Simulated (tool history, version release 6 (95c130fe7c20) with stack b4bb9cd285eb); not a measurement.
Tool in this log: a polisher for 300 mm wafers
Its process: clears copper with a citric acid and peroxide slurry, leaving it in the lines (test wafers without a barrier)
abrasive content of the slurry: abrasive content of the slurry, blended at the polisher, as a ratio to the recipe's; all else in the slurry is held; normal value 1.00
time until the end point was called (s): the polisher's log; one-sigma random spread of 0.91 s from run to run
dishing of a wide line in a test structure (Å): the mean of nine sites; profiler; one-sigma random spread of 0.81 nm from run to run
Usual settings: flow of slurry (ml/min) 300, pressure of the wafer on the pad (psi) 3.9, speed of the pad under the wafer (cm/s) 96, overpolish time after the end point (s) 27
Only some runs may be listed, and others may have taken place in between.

run,hour,flow of slurry (ml/min),pressure of the wafer on the pad (psi),speed of the pad under the wafer (cm/s),abrasive content of the slurry,overpolish time after the end point (s),"incoming thickness of the incoming film, nm",time until the end point was called (s),dishing of a wide line in a test structure (Å)
1,0.0,300,4.8,96,1.00,27,268.7,83.6,341
# hour 22.0: worn pad replaced by a new one
2,22.5,300,4.8,96,1.00,27,261.6,83.0,340
3,38.0,300,3.9,96,1.00,27,266.6,103.7,304
# hour 41.8: slurry blender recalibrated
4,52.9,300,3.9,96,1.15,27,269.8,91.6,327
5,88.4,300,3.9,96,1.15,27,265.2,91.6,333
6,120.2,300,3.9,96,1.15,27,267.2,92.5,322
7,151.9,300,3.9,96,1.00,35,263.6,93.6,333
# hour 159.6: worn pad replaced by a new one
8,179.3,300,3.9,80,1.00,27,264.5,112.8,292
9,249.4,300,3.9,80,1.00,27,265.7,116.9,288
10,262.4,300,3.9,96,1.00,27,266.4,101.5,307
# hour 285.5: head pressure recalibrated
11,292.6,300,3.9,96,1.00,27,265.1,87.9,339
# hour 301.1: slurry nozzle cleaned
# hour 304.3: worn pad replaced by a new one
12,307.7,300,3.9,96,1.00,27,269.3,91.3,330
13,321.9,300,3.9,78,1.00,27,268.3,108.3,304
14,349.0,205,3.9,96,1.00,27,265.9,96.6,314
15,375.2,300,2.8,96,1.00,27,267.3,127.5,263
16,426.5,300,3.9,96,1.00,27,262.9,95.0,316
# hour 445.9: worn pad replaced by a new one
17,448.9,300,3.9,112,1.00,27,263.8,87.5,325
# hour 462.4: slurry blender recalibrated
18,476.0,245,3.9,70,1.20,12,263.8,104.3,184
19,510.2,270,3.9,96,1.00,13,263.8,87.7,224
20,529.4,300,3.9,110,1.20,12,264.5,73.1,238
21,553.4,300,3.9,96,1.00,27,267.4,85.6,322
22,577.6,300,5.1,96,1.00,20,266.8,68.6,336
# hour 585.1: worn pad replaced by a new one
23,612.4,340,3.9,96,1.00,27,259.1,85.0,333
24,640.9,300,3.9,96,1.00,36,264.8,88.7,369
25,671.9,300,3.9,96,1.00,27,262.9,89.3,340
26,692.4,300,5.1,82,1.00,18,261.6,80.1,298

The tool's hidden state at each run:
removal rate lost through wear of the pad, %: 0 at every run
slurry flow missing at the pad, %: 0 at every run
H1: deviation of the head's pressure from its setpoint, %
H2: abrasive missing from the slurry, %
run,H1,H2
1,-7.65,34.9
2,-8.06,38.8
3,-8.34,41.5
4,-8.6,11.4
5,-9.24,11.9
6,-9.81,12.7
7,-10.4,14
8,-10.9,15.5
9,-12.1,20.6
10,-12.4,21.8
11,1.27,24.8
12,0.995,26.5
13,0.74,28.2
14,0.254,31.6
15,-0.216,35.1
16,-1.14,43
17,-1.54,46.8
18,-2.03,0.602
19,-2.64,1.05
20,-2.98,1.52
21,-3.41,2.33
22,-3.85,3.39
23,-4.47,5.36
24,-4.98,7.36
25,-5.54,9.93
26,-5.91,11.8
